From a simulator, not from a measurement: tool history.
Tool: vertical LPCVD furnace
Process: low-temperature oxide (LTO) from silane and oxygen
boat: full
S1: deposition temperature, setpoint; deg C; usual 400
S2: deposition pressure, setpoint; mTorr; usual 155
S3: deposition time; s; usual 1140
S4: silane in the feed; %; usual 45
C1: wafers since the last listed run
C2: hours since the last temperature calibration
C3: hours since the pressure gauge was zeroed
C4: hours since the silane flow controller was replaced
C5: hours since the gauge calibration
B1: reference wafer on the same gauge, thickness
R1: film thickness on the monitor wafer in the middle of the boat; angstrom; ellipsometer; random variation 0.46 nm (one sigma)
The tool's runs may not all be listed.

run 1 hour=0.0 | S1=400 S2=155 S3=1140 S4=45 | C1=0 C2=934.2 C3=3000.4 C4=4533.8 C5=974.6 | B1=162.98 | R1=1541.2
run 2 hour=44.5 | S1=400 S2=155 S3=1140 S4=45 | C1=423 C2=978.7 C3=3044.9 C4=4578.3 C5=1019.1 | B1=162.87 | R1=1544.0
run 3 hour=86.5 | S1=400 S2=155 S3=1140 S4=45 | C1=399 C2=1020.7 C3=3086.9 C4=4620.3 C5=1061.1 | B1=162.96 | R1=1538.8
run 4 hour=133.5 | S1=400 S2=155 S3=1140 S4=45 | C1=446 C2=1067.7 C3=3133.9 C4=4667.3 C5=1108.1 | B1=163.05 | R1=1542.8
run 5 hour=178.1 | S1=400 S2=140 S3=1140 S4=45 | C1=423 C2=1112.3 C3=3178.5 C4=4711.9 C5=1152.7 | B1=162.88 | R1=1398.8
run 6 hour=226.6 | S1=400 S2=155 S3=1140 S4=45 | C1=461 C2=1160.8 C3=3227.0 C4=4760.4 C5=1201.2 | B1=162.92 | R1=1547.7
run 7 hour=266.2 | S1=400 S2=155 S3=1140 S4=45 | C1=376 C2=1200.4 C3=3266.6 C4=4800.0 C5=1240.8 | B1=162.99 | R1=1543.4
run 8 hour=298.2 | S1=400 S2=155 S3=1140 S4=45 | C1=304 C2=1232.4 C3=3298.6 C4=4832.0 C5=1272.8 | B1=162.97 | R1=1547.9
-- hour=325.8 silane flow controller replaced
run 9 hour=360.4 | S1=400 S2=155 S3=1140 S4=45 | C1=363 C2=1294.6 C3=3360.8 C4=34.6 C5=1335.0 | B1=163.00 | R1=1537.4
run 10 hour=429.7 | S1=400 S2=155 S3=1140 S4=45 | C1=658 C2=1363.9 C3=3430.1 C4=103.9 C5=1404.3 | B1=163.09 | R1=1542.5
run 11 hour=484.0 | S1=400 S2=155 S3=1140 S4=45 | C1=516 C2=1418.2 C3=3484.4 C4=158.2 C5=1458.6 | B1=163.03 | R1=1554.4
run 12 hour=514.5 | S1=400 S2=155 S3=1140 S4=45 | C1=289 C2=1448.7 C3=3514.9 C4=188.7 C5=1489.1 | B1=163.02 | R1=1550.1
run 13 hour=566.0 | S1=400 S2=155 S3=1140 S4=45 | C1=489 C2=1500.2 C3=3566.4 C4=240.2 C5=1540.6 | B1=163.06 | R1=1547.1
run 14 hour=594.3 | S1=400 S2=155 S3=1140 S4=45 | C1=269 C2=1528.5 C3=3594.7 C4=268.5 C5=1568.9 | B1=162.99 | R1=1545.4
run 15 hour=636.1 | S1=400 S2=155 S3=960 S4=50 | C1=397 C2=1570.3 C3=3636.5 C4=310.3 C5=1610.7 | B1=163.02 | R1=1443.7
run 16 hour=683.1 | S1=400 S2=155 S3=1140 S4=45 | C1=446 C2=1617.3 C3=3683.5 C4=357.3 C5=1657.7 | B1=163.02 | R1=1544.2
run 17 hour=731.5 | S1=406 S2=135 S3=810 S4=45 | C1=460 C2=1665.7 C3=3731.9 C4=405.7 C5=1706.1 | B1=162.89 | R1=1012.6
-- hour=739.1 gauge calibrated
run 18 hour=802.8 | S1=400 S2=125 S3=1530 S4=45 | C1=677 C2=1737.0 C3=3803.2 C4=477.0 C5=63.7 | B1=162.98 | R1=1669.3
run 19 hour=844.5 | S1=400 S2=155 S3=1140 S4=50 | C1=396 C2=1778.7 C3=3844.9 C4=518.7 C5=105.4 | B1=162.96 | R1=1701.6
run 20 hour=912.8 | S1=400 S2=180 S3=1140 S4=45 | C1=649 C2=1847.0 C3=3913.2 C4=587.0 C5=173.7 | B1=162.88 | R1=1794.3
run 21 hour=965.6 | S1=400 S2=155 S3=690 S4=50 | C1=501 C2=1899.8 C3=3966.0 C4=639.8 C5=226.5 | B1=163.05 | R1=1029.1
run 22 hour=1028.0 | S1=400 S2=155 S3=1140 S4=45 | C1=593 C2=1962.2 C3=4028.4 C4=702.2 C5=288.9 | B1=162.99 | R1=1540.9
-- hour=1087.2 thermocouples replaced and temperature profile calibrated
run 23 hour=1089.7 | S1=391 S2=155 S3=1140 S4=45 | C1=358 C2=2.5 C3=4090.1 C4=763.9 C5=350.6 | B1=162.99 | R1=1401.9
run 24 hour=1125.2 | S1=390 S2=155 S3=810 S4=48 | C1=337 C2=38.0 C3=4125.6 C4=799.4 C5=386.1 | B1=163.00 | R1=1046.2
-- hour=1154.5 pressure gauge zeroed
run 25 hour=1193.6 | S1=400 S2=155 S3=1140 S4=45 | C1=422 C2=106.4 C3=39.1 C4=867.8 C5=454.5 | B1=162.96 | R1=1538.7
run 26 hour=1235.3 | S1=400 S2=155 S3=1260 S4=45 | C1=396 C2=148.1 C3=80.8 C4=909.5 C5=496.2 | B1=163.02 | R1=1704.7
run 27 hour=1278.5 | S1=392 S2=125 S3=960 S4=48 | C1=410 C2=191.3 C3=124.0 C4=952.7 C5=539.4 | B1=163.11 | R1=1025.3
run 28 hour=1319.5 | S1=400 S2=155 S3=930 S4=37 | C1=389 C2=232.3 C3=165.0 C4=993.7 C5=580.4 | B1=163.05 | R1=999.9
run 29 hour=1386.2 | S1=400 S2=155 S3=1140 S4=45 | C1=634 C2=299.0 C3=231.7 C4=1060.4 C5=647.1 | B1=162.99 | R1=1550.9
run 30 hour=1443.3 | S1=400 S2=135 S3=1140 S4=40 | C1=542 C2=356.1 C3=288.8 C4=1117.5 C5=704.2 | B1=162.98 | R1=1176.5
run 31 hour=1501.1 | S1=395 S2=155 S3=1590 S4=45 | C1=549 C2=413.9 C3=346.6 C4=1175.3 C5=762.0 | B1=162.96 | R1=2049.2
run 32 hour=1555.5 | S1=400 S2=135 S3=690 S4=50 | C1=517 C2=468.3 C3=401.0 C4=1229.7 C5=816.4 | B1=163.13 | R1=894.2

The tool's hidden state at each run:
true tube temperature minus thermocouple reading, K: 0 in every run
true pressure minus gauge reading, mTorr: 0 in every run
deviation of the silane flow from its setpoint, %: 0 in every run
gauge reads high (%): 0 in every run
